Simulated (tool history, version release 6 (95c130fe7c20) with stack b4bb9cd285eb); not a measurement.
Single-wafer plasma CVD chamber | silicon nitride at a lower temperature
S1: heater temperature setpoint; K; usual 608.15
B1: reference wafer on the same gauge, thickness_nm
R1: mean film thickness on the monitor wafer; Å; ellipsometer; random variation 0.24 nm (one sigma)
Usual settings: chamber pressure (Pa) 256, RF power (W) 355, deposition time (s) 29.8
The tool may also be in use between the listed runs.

run 1 hour=0.0 | S1=608.15 chamber_pressure_(Pa)=256 RF_power_(W)=355 deposition_time_(s)=29.8 | B1=33.401 | R1=397.96
run 2 hour=8.2 | S1=608.15 chamber_pressure_(Pa)=256 RF_power_(W)=355 deposition_time_(s)=29.8 | B1=33.399 | R1=395.23
run 3 hour=19.0 | S1=608.15 chamber_pressure_(Pa)=256 RF_power_(W)=355 deposition_time_(s)=29.8 | B1=33.341 | R1=397.36
-- hour=38.1 thermocouple changed; heater temperature recalibrated
run 4 hour=38.6 | S1=608.15 chamber_pressure_(Pa)=256 RF_power_(W)=355 deposition_time_(s)=29.8 | B1=33.449 | R1=398.74
run 5 hour=49.1 | S1=608.15 chamber_pressure_(Pa)=256 RF_power_(W)=380 deposition_time_(s)=29.8 | B1=33.335 | R1=414.02
run 6 hour=59.0 | S1=608.15 chamber_pressure_(Pa)=243 RF_power_(W)=355 deposition_time_(s)=29.8 | B1=33.408 | R1=393.40
run 7 hour=71.3 | S1=608.15 chamber_pressure_(Pa)=212 RF_power_(W)=355 deposition_time_(s)=31.8 | B1=33.432 | R1=410.04
run 8 hour=79.9 | S1=597.15 chamber_pressure_(Pa)=256 RF_power_(W)=355 deposition_time_(s)=29.8 | B1=33.365 | R1=396.56
run 9 hour=88.0 | S1=608.15 chamber_pressure_(Pa)=256 RF_power_(W)=355 deposition_time_(s)=29.8 | B1=33.379 | R1=394.85
run 10 hour=105.1 | S1=608.15 chamber_pressure_(Pa)=315 RF_power_(W)=310 deposition_time_(s)=29.8 | B1=33.371 | R1=374.68
run 11 hour=152.8 | S1=608.15 chamber_pressure_(Pa)=299 RF_power_(W)=355 deposition_time_(s)=29.8 | B1=33.380 | R1=402.23
run 12 hour=168.8 | S1=608.15 chamber_pressure_(Pa)=256 RF_power_(W)=355 deposition_time_(s)=29.8 | B1=33.337 | R1=389.80
run 13 hour=183.6 | S1=608.15 chamber_pressure_(Pa)=209 RF_power_(W)=355 deposition_time_(s)=32.7 | B1=33.427 | R1=419.43
run 14 hour=195.5 | S1=608.15 chamber_pressure_(Pa)=217 RF_power_(W)=330 deposition_time_(s)=35.4 | B1=33.402 | R1=438.26
run 15 hour=207.3 | S1=618.15 chamber_pressure_(Pa)=256 RF_power_(W)=320 deposition_time_(s)=27.3 | B1=33.366 | R1=339.55
-- hour=216.0 gauge calibrated
-- hour=216.5 capacitance manometer re-zeroed and calibrated
-- hour=221.4 RF generator calibrated
run 16 hour=221.9 | S1=608.15 chamber_pressure_(Pa)=204 RF_power_(W)=355 deposition_time_(s)=29.8 | B1=33.418 | R1=402.78
run 17 hour=236.9 | S1=608.15 chamber_pressure_(Pa)=256 RF_power_(W)=330 deposition_time_(s)=29.8 | B1=33.310 | R1=397.73
run 18 hour=244.2 | S1=608.15 chamber_pressure_(Pa)=256 RF_power_(W)=355 deposition_time_(s)=29.8 | B1=33.445 | R1=414.46
run 19 hour=252.8 | S1=596.15 chamber_pressure_(Pa)=256 RF_power_(W)=355 deposition_time_(s)=32.3 | B1=33.382 | R1=453.68
run 20 hour=266.6 | S1=608.15 chamber_pressure_(Pa)=256 RF_power_(W)=315 deposition_time_(s)=29.8 | B1=33.349 | R1=387.02
run 21 hour=284.1 | S1=599.15 chamber_pressure_(Pa)=256 RF_power_(W)=355 deposition_time_(s)=29.8 | B1=33.431 | R1=413.87
run 22 hour=298.2 | S1=621.15 chamber_pressure_(Pa)=223 RF_power_(W)=355 deposition_time_(s)=29.8 | B1=33.372 | R1=405.21
run 23 hour=307.0 | S1=608.15 chamber_pressure_(Pa)=256 RF_power_(W)=355 deposition_time_(s)=29.8 | B1=33.396 | R1=416.86
run 24 hour=314.1 | S1=619.15 chamber_pressure_(Pa)=225 RF_power_(W)=415 deposition_time_(s)=34.5 | B1=33.410 | R1=513.33
run 25 hour=323.1 | S1=608.15 chamber_pressure_(Pa)=256 RF_power_(W)=395 deposition_time_(s)=29.8 | B1=33.368 | R1=445.65
run 26 hour=336.6 | S1=608.15 chamber_pressure_(Pa)=256 RF_power_(W)=355 deposition_time_(s)=29.8 | B1=33.418 | R1=412.25
run 27 hour=351.7 | S1=608.15 chamber_pressure_(Pa)=256 RF_power_(W)=355 deposition_time_(s)=29.8 | B1=33.388 | R1=412.28
run 28 hour=366.2 | S1=604.15 chamber_pressure_(Pa)=223 RF_power_(W)=355 deposition_time_(s)=27.4 | B1=33.391 | R1=369.44

Some steps in R1 between neighbouring runs. How much of each would the tool show without its hidden state too (settings, what came in, random variation), and how much is left for the hidden state, with any gauge scatter that isn't in both results?
The hidden state here: wafer temperature above the value expected at the setpoint (K); delivered RF power above the setpoint (%); true pressure above the setpoint (%); gauge reads high (%).
Run 14 -> 15: S1 608.15 -> 618.15, chamber pressure (Pa) 217 -> 256, RF power (W) 330 -> 320, deposition time (s) 35.4 -> 27.3. R1 -98.71 Å: hidden state +5.73, all else -104.44.
Run 15 -> 16: S1 618.15 -> 608.15, chamber pressure (Pa) 256 -> 204, RF power (W) 320 -> 355, deposition time (s) 27.3 -> 29.8, gauge calibrated, capacitance manometer re-zeroed and calibrated, RF generator calibrated. R1 +63.23 Å: hidden state +21.36, all else +41.87.
Run 23 -> 24: S1 608.15 -> 619.15, chamber pressure (Pa) 256 -> 225, RF power (W) 355 -> 415, deposition time (s) 29.8 -> 34.5. R1 +96.47 Å: hidden state -0.44, all else +96.91.
